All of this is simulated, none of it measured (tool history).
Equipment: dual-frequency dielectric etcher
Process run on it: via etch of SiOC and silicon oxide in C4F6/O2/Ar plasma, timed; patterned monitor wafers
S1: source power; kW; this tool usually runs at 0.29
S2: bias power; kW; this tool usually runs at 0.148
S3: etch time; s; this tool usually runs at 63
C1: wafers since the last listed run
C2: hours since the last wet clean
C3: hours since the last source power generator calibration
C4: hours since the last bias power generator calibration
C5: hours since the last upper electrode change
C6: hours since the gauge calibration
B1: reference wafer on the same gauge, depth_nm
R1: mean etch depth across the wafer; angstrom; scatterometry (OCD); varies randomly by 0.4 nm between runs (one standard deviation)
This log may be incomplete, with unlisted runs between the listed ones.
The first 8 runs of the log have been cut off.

{"run": 9, "hour": 91.9, "S1": 0.29, "S2": 0.148, "S3": 69.5, "C1": 118, "C2": 549.8, "C3": 2566, "C4": 115.5, "C5": 3550.3, "C6": 106.6, "B1": 63, "R1": 643}
{"run": 10, "hour": 100.8, "S1": 0.26, "S2": 0.178, "S3": 50.5, "C1": 66, "C2": 558.7, "C3": 2574.9, "C4": 124.4, "C5": 3559.2, "C6": 115.5, "B1": 63, "R1": 479}
{"hour": 128.9, "done": "wet clean of the chamber"}
{"run": 11, "hour": 129.4, "S1": 0.29, "S2": 0.148, "S3": 63, "C1": 34, "C2": 0.5, "C3": 2603.5, "C4": 153, "C5": 3587.8, "C6": 144.1, "B1": 62.9, "R1": 607}
{"run": 12, "hour": 129.7, "S1": 0.29, "S2": 0.148, "S3": 63, "C1": 2, "C2": 0.8, "C3": 2603.8, "C4": 153.3, "C5": 3588.1, "C6": 144.4, "B1": 63.1, "R1": 605}
{"run": 13, "hour": 130.0, "S1": 0.22, "S2": 0.148, "S3": 75, "C1": 2, "C2": 1.1, "C3": 2604.1, "C4": 153.6, "C5": 3588.4, "C6": 144.7, "B1": 63, "R1": 664}
{"run": 14, "hour": 137.4, "S1": 0.29, "S2": 0.162, "S3": 63, "C1": 55, "C2": 8.5, "C3": 2611.5, "C4": 161, "C5": 3595.8, "C6": 152.1, "B1": 63, "R1": 623}
{"run": 15, "hour": 144.3, "S1": 0.29, "S2": 0.148, "S3": 63, "C1": 51, "C2": 15.4, "C3": 2618.4, "C4": 167.9, "C5": 3602.7, "C6": 159, "B1": 62.9, "R1": 611}
{"run": 16, "hour": 159.9, "S1": 0.29, "S2": 0.148, "S3": 63, "C1": 117, "C2": 31, "C3": 2634, "C4": 183.5, "C5": 3618.3, "C6": 174.6, "B1": 63, "R1": 603}
{"hour": 172.1, "done": "source power generator calibrated"}
{"run": 17, "hour": 172.6, "S1": 0.29, "S2": 0.148, "S3": 63, "C1": 65, "C2": 43.7, "C3": 0.5, "C4": 196.2, "C5": 3631, "C6": 187.3, "B1": 63.1, "R1": 604}
{"run": 18, "hour": 182.4, "S1": 0.26, "S2": 0.139, "S3": 74, "C1": 73, "C2": 53.5, "C3": 10.3, "C4": 206, "C5": 3640.8, "C6": 197.1, "B1": 62.9, "R1": 680}
{"hour": 218.5, "done": "upper electrode replaced"}
{"run": 19, "hour": 219.0, "S1": 0.31, "S2": 0.172, "S3": 63, "C1": 94, "C2": 90.1, "C3": 46.9, "C4": 242.6, "C5": 0.5, "C6": 233.7, "B1": 62.9, "R1": 639}
{"run": 20, "hour": 219.3, "S1": 0.23, "S2": 0.148, "S3": 80, "C1": 2, "C2": 90.4, "C3": 47.2, "C4": 242.9, "C5": 0.8, "C6": 234, "B1": 63, "R1": 711}
{"run": 21, "hour": 220.7, "S1": 0.29, "S2": 0.148, "S3": 72, "C1": 10, "C2": 91.8, "C3": 48.6, "C4": 244.3, "C5": 2.2, "C6": 235.4, "B1": 63.1, "R1": 683}
{"run": 22, "hour": 236.2, "S1": 0.29, "S2": 0.148, "S3": 63, "C1": 116, "C2": 107.3, "C3": 64.1, "C4": 259.8, "C5": 17.7, "C6": 250.9, "B1": 63, "R1": 595}
{"run": 23, "hour": 253.0, "S1": 0.24, "S2": 0.176, "S3": 78.5, "C1": 126, "C2": 124.1, "C3": 80.9, "C4": 276.6, "C5": 34.5, "C6": 267.7, "B1": 63, "R1": 741}
{"run": 24, "hour": 267.8, "S1": 0.23, "S2": 0.148, "S3": 80, "C1": 111, "C2": 138.9, "C3": 95.7, "C4": 291.4, "C5": 49.3, "C6": 282.5, "B1": 62.9, "R1": 715}
{"run": 25, "hour": 277.7, "S1": 0.35, "S2": 0.172, "S3": 48.5, "C1": 74, "C2": 148.8, "C3": 105.6, "C4": 301.3, "C5": 59.2, "C6": 292.4, "B1": 62.8, "R1": 505}
{"run": 26, "hour": 287.1, "S1": 0.29, "S2": 0.148, "S3": 63, "C1": 70, "C2": 158.2, "C3": 115, "C4": 310.7, "C5": 68.6, "C6": 301.8, "B1": 62.9, "R1": 593}
{"run": 27, "hour": 311.6, "S1": 0.34, "S2": 0.124, "S3": 63, "C1": 183, "C2": 182.7, "C3": 139.5, "C4": 335.2, "C5": 93.1, "C6": 326.3, "B1": 63.1, "R1": 594}
{"run": 28, "hour": 328.0, "S1": 0.26, "S2": 0.139, "S3": 74, "C1": 123, "C2": 199.1, "C3": 155.9, "C4": 351.6, "C5": 109.5, "C6": 342.7, "B1": 63, "R1": 662}
{"run": 29, "hour": 335.9, "S1": 0.35, "S2": 0.148, "S3": 58, "C1": 59, "C2": 207, "C3": 163.8, "C4": 359.5, "C5": 117.4, "C6": 350.6, "B1": 63, "R1": 570}
{"run": 30, "hour": 344.4, "S1": 0.27, "S2": 0.167, "S3": 74, "C1": 63, "C2": 215.5, "C3": 172.3, "C4": 368, "C5": 125.9, "C6": 359.1, "B1": 63.1, "R1": 712}

Consider 4 possible next runs. They are alternatives, not a sequence: every one starts from the tool as it was left by run 30. What does each give?
{"run": "A", "hour": 344.8, "S1": 0.29, "S2": 0.133, "S3": 63, "C1": 3, "C2": 215.9, "C3": 172.7, "C4": 368.4, "C5": 126.3, "C6": 359.5, "B1": "?", "R1": "?"}
{"run": "B", "hour": 344.8, "S1": 0.36, "S2": 0.148, "S3": 75, "C1": 3, "C2": 215.9, "C3": 172.7, "C4": 368.4, "C5": 126.3, "C6": 359.5, "B1": "?", "R1": "?"}
{"run": "C", "hour": 344.8, "S1": 0.26, "S2": 0.126, "S3": 63, "C1": 3, "C2": 215.9, "C3": 172.7, "C4": 368.4, "C5": 126.3, "C6": 359.5, "B1": "?", "R1": "?"}
{"run": "D", "hour": 344.8, "S1": 0.32, "S2": 0.136, "S3": 57.5, "C1": 3, "C2": 215.9, "C3": 172.7, "C4": 368.4, "C5": 126.3, "C6": 359.5, "B1": "?", "R1": "?"}

run=A B1=62.9 R1=585
run=B B1=62.9 R1=764
run=C B1=62.9 R1=559
run=D B1=62.9 R1=553
Take away the tool's hidden state, keep each run's random variation, and the runs would have read:
run=A R1=594
run=B R1=776
run=C R1=568
run=D R1=561
